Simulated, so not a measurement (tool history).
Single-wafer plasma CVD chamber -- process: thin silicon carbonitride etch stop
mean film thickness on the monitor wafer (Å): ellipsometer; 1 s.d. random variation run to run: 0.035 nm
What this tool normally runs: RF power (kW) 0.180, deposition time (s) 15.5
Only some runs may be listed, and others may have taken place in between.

run,day,RF power (kW),deposition time (s),wafers since the last listed run,hours since the last thermocouple change,hours since the last RF generator calibration,hours since the showerhead was replaced,hours since the gauge calibration,"read-back reference wafer on the same gauge, thickness_nm",mean film thickness on the monitor wafer (Å)
1,0.000,0.180,17.7,0,1248.1,1570.1,3229.8,192.3,10.295,102.40
2,2.933,0.180,17.7,1189,1318.5,1640.5,3300.2,262.7,10.293,102.94
3,5.821,0.180,15.5,1171,1387.8,1709.8,3369.5,332.0,10.286,90.24
4,7.233,0.200,14.8,572,1421.7,1743.7,3403.4,365.9,10.295,88.82
5,8.608,0.200,14.8,557,1454.7,1776.7,3436.4,398.9,10.290,88.62
6,9.958,0.180,15.5,547,1487.1,1809.1,3468.8,431.3,10.281,90.26
7,11.754,0.180,15.5,728,1530.2,1852.2,3511.9,474.4,10.293,89.79
# day 12.196: showerhead replaced
8,13.296,0.205,14.4,490,1567.2,1889.2,26.4,511.4,10.287,87.19
# day 13.962: gauge calibrated
# day 13.967: thermocouple changed; heater temperature recalibrated
9,14.438,0.165,14.0,327,11.3,1916.6,53.8,11.4,10.289,78.51
10,17.262,0.205,14.7,1145,79.1,1984.4,121.6,79.2,10.289,89.08
# day 19.058: RF generator calibrated
11,19.200,0.165,13.0,650,125.6,3.4,168.1,125.7,10.285,73.15
12,20.704,0.210,18.0,610,161.7,39.5,204.2,161.8,10.290,110.68
13,23.592,0.180,15.5,1171,231.0,108.8,273.5,231.1,10.288,89.42
14,24.804,0.195,12.7,491,260.1,137.9,302.6,260.2,10.296,75.91
15,26.829,0.180,13.6,821,308.7,186.5,351.2,308.8,10.291,78.86

4 options for the next run, each taken on its own from the tool as it stands now. Forecast them:
A,26.846,0.190,15.5,6,309.1,186.9,351.6,309.2,?,?
B,26.846,0.160,13.4,6,309.1,186.9,351.6,309.2,?,?
C,26.846,0.145,13.8,6,309.1,186.9,351.6,309.2,?,?
D,26.846,0.190,12.8,6,309.1,186.9,351.6,309.2,?,?

run,"read-back reference wafer on the same gauge, thickness_nm",mean film thickness on the monitor wafer (Å)
A,10.297,91.64
B,10.297,74.56
C,10.297,74.09
D,10.297,75.68
What these runs would have given with no unlogged condition in the tool:
run,mean film thickness on the monitor wafer (Å)
A,91.64
B,74.56
C,74.09
D,75.68
